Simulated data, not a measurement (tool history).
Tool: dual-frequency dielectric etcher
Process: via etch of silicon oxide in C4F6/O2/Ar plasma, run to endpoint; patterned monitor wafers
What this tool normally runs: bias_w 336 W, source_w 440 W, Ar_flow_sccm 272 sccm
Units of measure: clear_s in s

run	hour	bias_w	source_w	Ar_flow_sccm	incoming incoming film thickness, nm	clear_s
1	0	336	390	272	128.7	32.3
2	17.4	336	390	272	127.5	32.4
3	28.3	336	390	272	128.9	32.8
4	37.4	336	440	245	127.9	30.7
5	85	336	440	245	126.8	30.2
# hour 104: source power generator calibrated
# hour 115: upper electrode replaced
6	115.5	336	440	245	127.4	30.5
# hour 122: Ar flow controller replaced
# hour 139.8: wet clean of the chamber
7	140.3	336	440	272	128.6	31
8	140.6	336	440	272	128.2	30.9
9	148	295	350	272	129.7	35.1
10	154.2	336	440	289	128.8	31.8
11	169	279	480	304	127.8	32.2
12	179.1	336	440	272	128.2	31.1
# hour 184: bias power generator calibrated
13	189.2	363	370	235	128.9	32.1
14	204.7	396	440	230	127.8	28.7
15	217.6	336	390	272	126.8	32
16	227.7	336	380	272	128.3	32.4
17	242.8	336	380	205	128.2	31.8

The tool's hidden state at each run:
etch rate over this chamber's usual, %: 0 on each run
bias power that arrives over what is set, %: 0 on each run
source power that arrives over what is set, %: 0 on each run
Ar flow that arrives over what is set, %: 0 on each run
